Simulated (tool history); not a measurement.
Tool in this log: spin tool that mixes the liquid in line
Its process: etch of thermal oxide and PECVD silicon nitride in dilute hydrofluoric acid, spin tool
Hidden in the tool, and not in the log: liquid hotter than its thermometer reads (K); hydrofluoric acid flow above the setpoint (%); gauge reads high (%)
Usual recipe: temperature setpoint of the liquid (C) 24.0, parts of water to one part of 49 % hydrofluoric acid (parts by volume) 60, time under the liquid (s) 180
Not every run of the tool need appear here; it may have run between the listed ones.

run,hour,temperature setpoint of the liquid (C),parts of water to one part of 49 % hydrofluoric acid (parts by volume),time under the liquid (s),wafers since the last listed run,hours since the thermometer was replaced,hours since the hydrofluoric acid flow meter was replaced,hours since the gauge calibration,"read-back film thickness of the thermal oxide reference wafer, read on the same gauge (nm)","read-back film thickness of the PECVD silicon nitride reference wafer, read on the same gauge (nm)",thickness taken off the thermal oxide on a monitor wafer (nm),thickness taken off the PECVD silicon nitride on a monitor wafer (nm)
1,0.0,24.0,60,180,0,2115.3,1360.5,915.2,80.01,140.00,15.88,10.43
2,44.5,24.0,70,230,293,2159.8,1405.0,959.7,79.95,140.02,17.11,11.33
3,106.3,24.0,70,230,407,2221.6,1466.8,1021.5,80.01,139.97,17.17,11.42
4,168.2,24.0,60,180,408,2283.5,1528.7,1083.4,80.00,140.01,15.89,10.44
5,235.5,24.0,60,180,444,2350.8,1596.0,1150.7,80.03,140.00,15.88,10.41
6,281.8,25.5,60,180,305,2397.1,1642.3,1197.0,80.01,140.01,17.00,11.55
7,347.6,24.0,60,180,434,2462.9,1708.1,1262.8,79.99,140.00,15.94,10.39
8,417.2,24.0,60,180,459,2532.5,1777.7,1332.4,79.99,140.00,16.09,10.49
9,443.9,24.0,60,180,176,2559.2,1804.4,1359.1,79.97,140.00,16.00,10.42
10,484.9,24.0,50,180,270,2600.2,1845.4,1400.1,80.00,139.97,19.43,12.54
11,520.9,27.0,60,150,237,2636.2,1881.4,1436.1,80.00,140.02,15.13,10.65
# hour 647.4: hydrofluoric acid flow meter replaced
12,725.5,27.0,60,150,1343,2840.8,78.1,1640.7,79.99,140.01,15.37,10.84
# hour 776.1: thermometer replaced
# hour 885.6: hydrofluoric acid flow meter replaced, repeated, since the last time left the tool worse
13,939.6,26.5,70,230,1399,163.5,54.0,1854.8,80.00,140.00,18.47,13.21
14,1009.6,28.5,35,85,461,233.5,124.0,1924.8,79.99,140.00,15.68,11.00
# hour 1043.8: gauge calibrated
15,1057.8,26.5,40,180,318,281.7,172.2,14.0,80.00,139.99,26.62,17.98
16,1113.3,24.0,60,180,366,337.2,227.7,69.5,79.99,140.01,15.65,10.18
17,1163.7,24.0,60,235,332,387.6,278.1,119.9,80.02,139.99,20.33,13.29
18,1216.5,21.5,45,180,348,440.4,330.9,172.7,80.05,140.00,19.05,11.41
19,1241.9,24.0,60,180,167,465.8,356.3,198.1,80.01,139.99,15.57,10.28
20,1272.3,24.0,60,180,200,496.2,386.7,228.5,80.01,140.01,15.56,10.24
21,1331.0,21.0,60,220,387,554.9,445.4,287.2,80.00,139.97,16.81,10.16
22,1374.5,24.0,40,180,287,598.4,488.9,330.7,79.98,140.01,24.09,15.24
23,1527.2,21.5,40,225,1007,751.1,641.6,483.4,80.00,140.01,27.20,16.07
24,1558.1,24.0,80,260,203,782.0,672.5,514.3,80.04,140.00,16.53,11.16
25,1624.4,21.5,40,210,437,848.3,738.8,580.6,80.00,139.99,25.47,15.03

Each row is a separate what-if for the run after 25, all from the same tool condition, not one after another. Results?
A,1624.9,24.0,60,275,3,848.8,739.3,581.1,?,?,?,?
B,1624.9,24.0,60,230,3,848.8,739.3,581.1,?,?,?,?
C,1624.9,28.5,30,215,3,848.8,739.3,581.1,?,?,?,?
D,1624.9,24.0,80,180,3,848.8,739.3,581.1,?,?,?,?

run,"read-back film thickness of the thermal oxide reference wafer, read on the same gauge (nm)","read-back film thickness of the PECVD silicon nitride reference wafer, read on the same gauge (nm)",thickness taken off the thermal oxide on a monitor wafer (nm),thickness taken off the PECVD silicon nitride on a monitor wafer (nm)
A,79.98,139.99,23.77,15.62
B,79.98,139.99,19.88,13.06
C,79.98,139.99,46.54,32.45
D,79.98,139.99,11.38,7.70
Without the tool's unlogged condition, the same runs would have read:
run,thickness taken off the thermal oxide on a monitor wafer (nm),thickness taken off the PECVD silicon nitride on a monitor wafer (nm)
A,23.48,15.45
B,19.64,12.92
C,45.99,32.10
D,11.23,7.62

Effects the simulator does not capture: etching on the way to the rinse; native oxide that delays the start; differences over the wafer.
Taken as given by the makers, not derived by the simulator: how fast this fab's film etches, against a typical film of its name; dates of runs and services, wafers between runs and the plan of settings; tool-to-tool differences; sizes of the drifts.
